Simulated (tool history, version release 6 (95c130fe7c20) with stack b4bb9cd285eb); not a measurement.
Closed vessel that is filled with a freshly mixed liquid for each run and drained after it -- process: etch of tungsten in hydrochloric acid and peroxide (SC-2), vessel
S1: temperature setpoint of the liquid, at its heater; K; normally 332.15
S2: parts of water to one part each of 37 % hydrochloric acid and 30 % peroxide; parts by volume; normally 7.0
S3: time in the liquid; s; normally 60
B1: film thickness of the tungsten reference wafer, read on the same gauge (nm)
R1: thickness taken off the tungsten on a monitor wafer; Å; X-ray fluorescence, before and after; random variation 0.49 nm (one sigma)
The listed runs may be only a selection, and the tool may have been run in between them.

run,hour,S1,S2,S3,B1,R1
1,0.0,329.65,7.0,60,80.01,409.5
2,39.3,328.65,7.0,60,79.95,373.5
3,67.6,327.15,7.0,35,80.04,197.9
# hour 77.3: new drum of peroxide connected
4,116.5,327.15,7.0,35,80.07,209.6
5,162.7,327.15,7.0,35,80.02,211.1
6,230.6,332.15,7.0,60,79.95,491.1
7,269.1,332.15,8.5,60,80.01,417.4
8,331.2,335.65,8.0,80,79.99,722.4
9,356.1,324.15,10.5,85,79.99,287.3
# hour 371.6: gauge calibrated
# hour 387.0: thermometer replaced
10,487.7,328.15,10.0,50,80.01,228.6
11,513.8,322.65,7.0,60,80.01,250.8
# hour 549.4: new drum of peroxide connected
12,561.0,324.15,7.0,60,79.99,296.8
13,603.2,342.15,6.0,60,79.96,1034.1
# hour 621.1: chemicals flow meter replaced
14,649.2,340.65,7.0,70,80.00,967.2
15,696.4,332.15,7.0,60,80.03,493.3
16,735.1,332.15,7.0,85,80.03,694.0
17,791.2,332.15,7.0,60,79.98,480.3
18,845.5,332.15,10.0,75,80.00,444.0
19,900.3,325.65,7.0,40,79.98,210.7
20,971.8,323.15,8.5,90,80.02,337.3
# hour 1018.1: new drum of peroxide connected
21,1038.3,326.15,7.0,30,80.07,166.6
22,1072.3,332.15,9.5,75,80.03,486.6

For run 23, what comes out?
23,1135.9,332.15,7.0,60,?,?

Run 23 came out at B1 80.00, R1 492.1 Å.
With no hidden state in the tool, this same run would have given R1 502.1 Å.
